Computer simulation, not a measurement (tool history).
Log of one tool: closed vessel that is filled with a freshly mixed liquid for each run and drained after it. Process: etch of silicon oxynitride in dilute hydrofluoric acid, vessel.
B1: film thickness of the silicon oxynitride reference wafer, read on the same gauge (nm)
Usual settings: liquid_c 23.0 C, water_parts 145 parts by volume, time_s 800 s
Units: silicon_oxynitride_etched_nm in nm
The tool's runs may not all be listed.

Run 1, hour 0.0: usual settings; B1 60.01. Result: silicon_oxynitride_etched_nm 12.67 nm.
Run 2, hour 6.1: usual settings; B1 59.97. Result: silicon_oxynitride_etched_nm 12.80 nm.
Run 3, hour 15.3: usual settings; B1 59.98. Result: silicon_oxynitride_etched_nm 12.56 nm.
Run 4, hour 39.1: usual settings; B1 60.06. Result: silicon_oxynitride_etched_nm 12.69 nm.
Run 5, hour 57.1: usual settings; B1 59.96. Result: silicon_oxynitride_etched_nm 12.62 nm.
Run 6, hour 70.0: usual settings; B1 60.02. Result: silicon_oxynitride_etched_nm 12.54 nm.
Run 7, hour 77.0: usual settings; B1 59.95. Result: silicon_oxynitride_etched_nm 12.73 nm.
Run 8, hour 86.3: usual settings; B1 60.01. Result: silicon_oxynitride_etched_nm 12.68 nm.
Run 9, hour 96.1: usual settings; B1 59.99. Result: silicon_oxynitride_etched_nm 12.89 nm.
Run 10, hour 105.6: usual settings but liquid_c 28.0 C; B1 60.02. Result: silicon_oxynitride_etched_nm 15.91 nm.
Run 11, hour 119.7: usual settings but liquid_c 25.5 C; B1 59.97. Result: silicon_oxynitride_etched_nm 14.22 nm.
Run 12, hour 128.2: usual settings; B1 59.99. Result: silicon_oxynitride_etched_nm 12.71 nm.
Run 13, hour 143.0: usual settings but liquid_c 19.0 C, water_parts 75 parts by volume; B1 59.97. Result: silicon_oxynitride_etched_nm 21.36 nm.
Run 14, hour 159.7: usual settings but liquid_c 26.5 C; B1 59.96. Result: silicon_oxynitride_etched_nm 14.91 nm.
Run 15, hour 173.3: usual settings; B1 59.94. Result: silicon_oxynitride_etched_nm 12.62 nm.
Run 16, hour 192.8: usual settings but time_s 410 s; B1 60.03. Result: silicon_oxynitride_etched_nm 6.54 nm.
Run 17, hour 203.0: usual settings but liquid_c 20.5 C, water_parts 205 parts by volume; B1 60.00. Result: silicon_oxynitride_etched_nm 7.78 nm.
Run 18, hour 217.7: usual settings but liquid_c 26.0 C, water_parts 95 parts by volume, time_s 370 s; B1 60.03. Result: silicon_oxynitride_etched_nm 10.89 nm.

Taken out of this log: 3 entries between the listed runs. Where each belongs, and how the hidden state differs across it:
Between runs 8 and 9: gauge calibrated (hour 93.6)
  no hidden state differs between the two runs
Between runs 9 and 10: hydrofluoric acid flow meter replaced (hour 101.4)
  no hidden state differs between the two runs
Between runs 12 and 13: thermometer replaced (hour 132.2)
  no hidden state differs between the two runs
